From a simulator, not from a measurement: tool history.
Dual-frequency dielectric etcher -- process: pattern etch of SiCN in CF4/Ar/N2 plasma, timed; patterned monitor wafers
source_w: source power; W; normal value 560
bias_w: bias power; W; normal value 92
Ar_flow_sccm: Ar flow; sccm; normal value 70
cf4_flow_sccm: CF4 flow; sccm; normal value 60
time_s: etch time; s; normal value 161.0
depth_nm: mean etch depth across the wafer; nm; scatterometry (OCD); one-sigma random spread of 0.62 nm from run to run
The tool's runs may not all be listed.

run   hour  source_w  bias_w  Ar_flow_sccm  cf4_flow_sccm  time_s  wafers since the last listed run  hours since the last wet clean  hours since the last source power generator calibration  hours since the last bias power generator calibration  hours since the last Ar flow controller change  hours since the last CF4 flow controller change  hours since the last upper electrode change  hours since the gauge calibration  read-back reference wafer on the same gauge, depth_nm  depth_nm
  1    0.0       560      92            70             60   161.0                                 0                           397.2                                                     43.6                                                 4534.9                                          4800.3                                             28.9                                        112.6                              628.0                                                  229.1     203.4
  2   12.4       660      92            64             60   177.0                               115                           409.6                                                     56.0                                                 4547.3                                          4812.7                                             41.3                                        125.0                              640.4                                                  228.8     259.0
  3   34.0       560      92            70             49   161.0                               201                           431.2                                                     77.6                                                 4568.9                                          4834.3                                             62.9                                        146.6                              662.0                                                  229.0     199.8
  4   67.5       560     109            70             60   161.0                               312                           464.7                                                    111.1                                                 4602.4                                          4867.8                                             96.4                                        180.1                              695.5                                                  229.0     214.4
  5   85.5       490      92            70             67   161.0                               168                           482.7                                                    129.1                                                 4620.4                                          4885.8                                            114.4                                        198.1                              713.5                                                  229.1     185.9
      91.8  -- gauge calibrated
  6  119.9       560      98            58             60   132.0                               321                           517.1                                                    163.5                                                 4654.8                                          4920.2                                            148.8                                        232.5                               28.1                                                  228.9     174.2
  7  133.0       560      99            83             60   121.0                               122                           530.2                                                    176.6                                                 4667.9                                          4933.3                                            161.9                                        245.6                               41.2                                                  228.8     153.0
     173.8  -- wet clean of the chamber
  8  198.3       560      92            70             45   205.0                               385                            24.5                                                    241.9                                                 4733.2                                          4998.6                                            227.2                                        310.9                              106.5                                                  228.9     253.7
     210.7  -- Ar flow controller replaced
  9  231.2       560      92            70             60   161.0                               251                            57.4                                                    274.8                                                 4766.1                                            20.5                                            260.1                                        343.8                              139.4                                                  229.2     204.4
 10  263.3       560      72            70             60   188.5                               299                            89.5                                                    306.9                                                 4798.2                                            52.6                                            292.2                                        375.9                              171.5                                                  228.9     223.8
     277.5  -- bias power generator calibrated
 11  290.1       560      92            70             60   161.0                               212                           116.3                                                    333.7                                                   12.6                                            79.4                                            319.0                                        402.7                              198.3                                                  228.8     204.5
 12  308.1       560      98            58             60   132.0                               168                           134.3                                                    351.7                                                   30.6                                            97.4                                            337.0                                        420.7                              216.3                                                  228.9     174.6
 13  335.0       690      92            70             60   161.0                               251                           161.2                                                    378.6                                                   57.5                                           124.3                                            363.9                                        447.6                              243.2                                                  229.0     239.6
 14  348.2       560      92            63             47   161.0                               123                           174.4                                                    391.8                                                   70.7                                           137.5                                            377.1                                        460.8                              256.4                                                  229.1     202.6
 15  366.4       560      92            70             60   161.0                               169                           192.6                                                    410.0                                                   88.9                                           155.7                                            395.3                                        479.0                              274.6                                                  228.9     204.2
 16  395.2       630      92            70             60   119.0                               268                           221.4                                                    438.8                                                  117.7                                           184.5                                            424.1                                        507.8                              303.4                                                  229.0     164.8
 17  419.7       460      92            70             56   161.0                               228                           245.9                                                    463.3                                                  142.2                                           209.0                                            448.6                                        532.3                              327.9                                                  229.2     174.7
 18  436.2       440      92            59             60   161.0                               154                           262.4                                                    479.8                                                  158.7                                           225.5                                            465.1                                        548.8                              344.4                                                  228.9     173.1
 19  459.7       560      92            70             60   144.5                               219                           285.9                                                    503.3                                                  182.2                                           249.0                                            488.6                                        572.3                              367.9                                                  229.3     182.6
 20  490.5       560      92            70             60   206.0                               287                           316.7                                                    534.1                                                  213.0                                           279.8                                            519.4                                        603.1                              398.7                                                  228.9     260.9
 21  521.3       560      92            70             60   161.0                               287                           347.5                                                    564.9                                                  243.8                                           310.6                                            550.2                                        633.9                              429.5                                                  229.2     205.4

Exercise: give the hidden state of the tool at every run:
etch rate over this chamber's usual, %: 0 in every run
source power that arrives over what is set, %: 0 in every run
bias power that arrives over what is set, %: 0 in every run
Ar flow that arrives over what is set, %: 0 in every run
CF4 flow that arrives over what is set, %: 0 in every run
gauge reads high (%): 0 in every run

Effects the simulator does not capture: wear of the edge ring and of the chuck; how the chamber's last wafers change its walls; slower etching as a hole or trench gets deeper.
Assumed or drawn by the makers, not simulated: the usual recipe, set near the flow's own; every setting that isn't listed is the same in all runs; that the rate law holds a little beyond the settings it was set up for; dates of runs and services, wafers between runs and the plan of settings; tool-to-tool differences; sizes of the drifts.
